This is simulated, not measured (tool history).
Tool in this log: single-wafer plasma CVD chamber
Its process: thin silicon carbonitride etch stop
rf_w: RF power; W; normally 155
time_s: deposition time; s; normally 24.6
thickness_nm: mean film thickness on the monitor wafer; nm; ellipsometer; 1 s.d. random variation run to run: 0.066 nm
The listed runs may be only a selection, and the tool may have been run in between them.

run,day,rf_w,time_s,"read-back reference wafer on the same gauge, thickness_nm",thickness_nm
1,0.000,170,21.8,13.314,11.954
2,3.617,170,21.8,13.328,12.036
3,7.162,155,22.8,13.282,12.391
4,10.792,130,24.6,13.284,12.557
5,14.454,155,24.6,13.336,13.183
6,17.858,155,26.7,13.282,14.412
7,19.812,155,26.7,13.289,14.242
8,23.996,155,26.7,13.282,14.258
9,28.262,165,24.6,13.306,13.340
10,36.050,165,24.6,13.305,13.275
11,38.108,155,24.6,13.317,12.992
12,39.888,155,24.6,13.313,13.029
13,42.208,155,24.6,13.299,13.067
14,46.333,145,23.5,13.329,12.234
# day 49.479: RF generator calibrated
15,50.129,145,23.5,13.294,12.484
# day 53.996: thermocouple changed; heater temperature recalibrated
16,54.196,155,24.6,13.336,13.231
17,57.283,175,26.6,13.281,14.956
# day 59.271: gauge calibrated
# day 59.975: showerhead replaced
18,60.192,155,21.8,13.300,11.757
19,63.446,130,27.1,13.322,13.936
20,67.625,155,24.6,13.302,13.231
21,69.650,135,23.1,13.291,11.939
22,72.192,170,28.0,13.301,15.543
23,74.796,170,20.1,13.321,11.050
24,80.608,155,20.3,13.304,10.964
25,82.838,180,27.9,13.287,15.669
26,84.879,140,28.4,13.313,14.827
27,88.392,155,25.9,13.296,13.967
28,90.617,165,25.9,13.293,14.150
29,94.738,155,24.6,13.306,13.194
30,98.408,155,24.6,13.286,13.081

Below, some changes in thickness_nm between adjacent runs. For each, the amount present without the hidden state too (settings, incoming material, random variation) and the amount remaining for the hidden state with gauge scatter not shared by both compared results:
Hidden conditions of the tool in this case: wafer temperature above the value expected at the setpoint (K); delivered RF power above the setpoint (%); gauge reads high (%).
Run 14 -> 15: RF generator calibrated. thickness_nm +0.250 nm: hidden state +0.284, all else -0.034.
Run 21 -> 22: rf_w 135 -> 170, time_s 23.1 -> 28.0. thickness_nm +3.604 nm: hidden state -0.038, all else +3.642.
Run 22 -> 23: time_s 28.0 -> 20.1. thickness_nm -4.493 nm: hidden state +0.027, all else -4.520.
Run 24 -> 25: rf_w 155 -> 180, time_s 20.3 -> 27.9. thickness_nm +4.705 nm: hidden state -0.060, all else +4.765.

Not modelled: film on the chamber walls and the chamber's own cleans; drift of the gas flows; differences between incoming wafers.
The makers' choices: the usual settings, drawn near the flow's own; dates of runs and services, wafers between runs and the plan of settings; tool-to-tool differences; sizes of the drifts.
